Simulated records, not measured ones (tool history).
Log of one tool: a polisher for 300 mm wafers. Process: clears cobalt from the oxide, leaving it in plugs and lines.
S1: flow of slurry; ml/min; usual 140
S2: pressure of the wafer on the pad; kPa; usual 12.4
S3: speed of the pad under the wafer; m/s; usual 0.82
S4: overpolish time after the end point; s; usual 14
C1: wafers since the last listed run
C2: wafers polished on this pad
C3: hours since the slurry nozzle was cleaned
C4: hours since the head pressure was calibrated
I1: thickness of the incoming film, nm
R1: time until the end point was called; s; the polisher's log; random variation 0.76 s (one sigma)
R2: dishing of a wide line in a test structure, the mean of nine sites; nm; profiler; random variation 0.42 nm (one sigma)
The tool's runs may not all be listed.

| run | hour | S1 | S2 | S3 | S4 | C1 | C2 | C3 | C4 | I1 | R1 | R2 |
|---|---|---|---|---|---|---|---|---|---|---|---|---|
| 1 | 0.0 | 140 | 12.4 | 0.82 | 14 | 0 | 312 | 39.2 | 589.5 | 241.7 | 62.8 | 37.4 |
| 2 | 13.3 | 140 | 12.4 | 0.82 | 14 | 171 | 484 | 52.5 | 602.8 | 241.0 | 62.4 | 37.0 |
|  | 23.9 | worn pad replaced by a new one |
| 3 | 25.6 | 140 | 12.4 | 0.82 | 14 | 107 | 22 | 64.8 | 615.1 | 237.7 | 59.6 | 37.5 |
| 4 | 40.2 | 155 | 12.4 | 0.68 | 14 | 188 | 210 | 79.4 | 629.7 | 240.9 | 69.2 | 34.7 |
| 5 | 52.5 | 155 | 12.4 | 0.68 | 14 | 158 | 369 | 91.7 | 642.0 | 240.9 | 74.1 | 34.8 |
| 6 | 69.7 | 155 | 12.4 | 0.68 | 14 | 221 | 590 | 108.9 | 659.2 | 238.8 | 73.0 | 33.0 |
|  | 76.4 | worn pad replaced by a new one |
| 7 | 80.6 | 140 | 13.8 | 0.82 | 14 | 88 | 53 | 119.8 | 670.1 | 237.3 | 53.4 | 40.1 |
| 8 | 90.8 | 140 | 13.8 | 0.82 | 14 | 131 | 185 | 130.0 | 680.3 | 243.1 | 56.3 | 39.4 |
| 9 | 97.4 | 140 | 13.8 | 0.82 | 14 | 85 | 270 | 136.6 | 686.9 | 240.1 | 54.6 | 38.0 |
| 10 | 107.2 | 140 | 12.4 | 0.82 | 14 | 126 | 397 | 146.4 | 696.7 | 236.0 | 61.0 | 36.9 |
| 11 | 122.3 | 140 | 12.4 | 0.82 | 14 | 194 | 591 | 161.5 | 711.8 | 237.5 | 63.8 | 36.8 |
|  | 134.8 | worn pad replaced by a new one |
| 12 | 135.3 | 90 | 15.2 | 1.10 | 9 | 116 | 6 | 174.5 | 724.8 | 240.4 | 40.0 | 37.8 |
| 13 | 147.6 | 155 | 10.3 | 0.82 | 19 | 158 | 165 | 186.8 | 737.1 | 242.9 | 73.1 | 39.3 |
| 14 | 155.9 | 110 | 12.4 | 0.82 | 14 | 107 | 272 | 195.1 | 745.4 | 239.1 | 63.7 | 36.1 |
|  | 161.7 | head pressure recalibrated |
| 15 | 171.5 | 190 | 15.9 | 0.56 | 8 | 175 | 447 | 210.7 | 9.8 | 238.0 | 64.0 | 25.3 |
|  | 182.8 | worn pad replaced by a new one |
| 16 | 184.5 | 185 | 12.4 | 0.70 | 14 | 116 | 22 | 223.7 | 22.8 | 238.5 | 66.0 | 36.8 |
|  | 187.8 | slurry nozzle cleaned |
| 17 | 199.9 | 140 | 12.4 | 0.82 | 14 | 185 | 207 | 12.1 | 38.2 | 236.8 | 61.4 | 37.7 |
| 18 | 208.1 | 140 | 12.4 | 0.64 | 9 | 105 | 313 | 20.3 | 46.4 | 240.5 | 75.3 | 25.0 |
| 19 | 219.2 | 140 | 12.4 | 0.82 | 14 | 143 | 456 | 31.4 | 57.5 | 237.1 | 63.2 | 36.2 |
| 20 | 226.0 | 140 | 12.4 | 0.82 | 14 | 87 | 544 | 38.2 | 64.3 | 240.1 | 65.6 | 37.0 |
|  | 232.9 | worn pad replaced by a new one |
| 21 | 236.8 | 140 | 12.4 | 0.70 | 14 | 87 | 50 | 49.0 | 75.1 | 237.0 | 66.5 | 35.5 |
| 22 | 245.6 | 140 | 11.0 | 0.68 | 17 | 113 | 163 | 57.8 | 83.9 | 239.2 | 82.2 | 36.1 |
| 23 | 262.0 | 140 | 12.4 | 0.82 | 14 | 211 | 375 | 74.2 | 100.3 | 240.8 | 62.6 | 36.8 |

5 ways to go on from here, each from the tool as it stands after run 23. What would each give?
| A | 262.4 | 140 | 12.4 | 0.82 | 14 | 5 | 380 | 74.6 | 100.7 | 237.7 | ? | ? |
| B | 262.4 | 115 | 12.4 | 0.82 | 14 | 5 | 380 | 74.6 | 100.7 | 237.7 | ? | ? |
| C | 262.4 | 140 | 11.0 | 1.04 | 14 | 5 | 380 | 74.6 | 100.7 | 237.7 | ? | ? |
| D | 262.4 | 140 | 12.4 | 0.82 | 7 | 5 | 380 | 74.6 | 100.7 | 237.7 | ? | ? |
| E | 262.4 | 140 | 12.4 | 0.82 | 9 | 5 | 380 | 74.6 | 100.7 | 237.7 | ? | ? |

| run | R1 | R2 |
|---|---|---|
| A | 61.5 | 37.6 |
| B | 63.1 | 37.2 |
| C | 56.1 | 39.3 |
| D | 61.5 | 24.5 |
| E | 61.5 | 29.1 |
Without the tool's hidden state the same runs would have given:
| run | R1 | R2 |
|---|---|---|
| A | 57.3 | 39.0 |
| B | 58.8 | 38.5 |
| C | 52.2 | 40.6 |
| D | 57.3 | 25.8 |
| E | 57.3 | 30.5 |
